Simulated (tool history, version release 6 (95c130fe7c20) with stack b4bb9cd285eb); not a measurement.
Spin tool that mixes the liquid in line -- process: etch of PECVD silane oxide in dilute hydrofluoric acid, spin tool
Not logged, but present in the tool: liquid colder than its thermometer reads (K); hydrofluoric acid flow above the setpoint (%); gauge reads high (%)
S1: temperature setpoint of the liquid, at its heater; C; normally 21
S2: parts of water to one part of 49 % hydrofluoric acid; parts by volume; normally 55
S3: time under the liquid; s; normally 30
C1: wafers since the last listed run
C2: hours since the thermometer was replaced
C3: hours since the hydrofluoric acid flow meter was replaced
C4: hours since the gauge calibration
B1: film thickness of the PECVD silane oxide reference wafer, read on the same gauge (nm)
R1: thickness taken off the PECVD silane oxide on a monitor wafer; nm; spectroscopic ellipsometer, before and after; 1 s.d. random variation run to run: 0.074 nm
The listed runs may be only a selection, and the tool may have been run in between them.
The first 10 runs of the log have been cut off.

run 11 day=31.7 | S1=21 S2=70 S3=25 | C1=792 C2=385.9 C3=529.5 C4=538.7 | B1=90 | R1=8.43
run 12 day=33.262 | S1=21 S2=70 S3=25 | C1=390 C2=423.4 C3=567 C4=576.2 | B1=90 | R1=8.48
run 13 day=36.083 | S1=21 S2=70 S3=25 | C1=704 C2=491.1 C3=634.7 C4=643.9 | B1=90.02 | R1=8.62
run 14 day=40.067 | S1=21 S2=55 S3=30 | C1=994 C2=586.7 C3=730.3 C4=739.5 | B1=90.01 | R1=13.36
-- day=43.154 hydrofluoric acid flow meter replaced
run 15 day=44.379 | S1=21 S2=55 S3=30 | C1=1066 C2=690.2 C3=29.4 C4=843 | B1=90.02 | R1=12.68
run 16 day=47.588 | S1=21 S2=55 S3=30 | C1=801 C2=767.2 C3=106.4 C4=920 | B1=89.95 | R1=12.73
run 17 day=50.596 | S1=19 S2=40 S3=15 | C1=751 C2=839.4 C3=178.6 C4=992.2 | B1=90.03 | R1=8.11
run 18 day=54.55 | S1=18 S2=55 S3=45 | C1=987 C2=934.3 C3=273.5 C4=1087.1 | B1=90.01 | R1=17.1
run 19 day=56.8 | S1=17 S2=55 S3=30 | C1=561 C2=988.3 C3=327.5 C4=1141.1 | B1=90 | R1=10.91
run 20 day=64.888 | S1=19.5 S2=55 S3=45 | C1=2019 C2=1182.4 C3=521.6 C4=1335.2 | B1=89.96 | R1=18.58
run 21 day=66.996 | S1=21 S2=55 S3=30 | C1=526 C2=1233 C3=572.2 C4=1385.8 | B1=90.03 | R1=13.36
run 22 day=68.729 | S1=21 S2=55 S3=30 | C1=432 C2=1274.6 C3=613.8 C4=1427.4 | B1=89.96 | R1=13.2
-- day=69.379 gauge calibrated
-- day=70.229 hydrofluoric acid flow meter replaced
run 23 day=73.083 | S1=18 S2=55 S3=25 | C1=1076 C2=1379.1 C3=68.5 C4=88.9 | B1=90 | R1=9.21

What does the tool deliver on the next run?
run 24 day=74.862 | S1=17 S2=70 S3=50 | C1=444 C2=1421.8 C3=111.2 C4=131.6 | B1=? | R1=?

B1: 89.96
R1: 13.74 nm
On a tool with no hidden condition, and with the same random variation, this run would have come out at R1 13.59 nm.
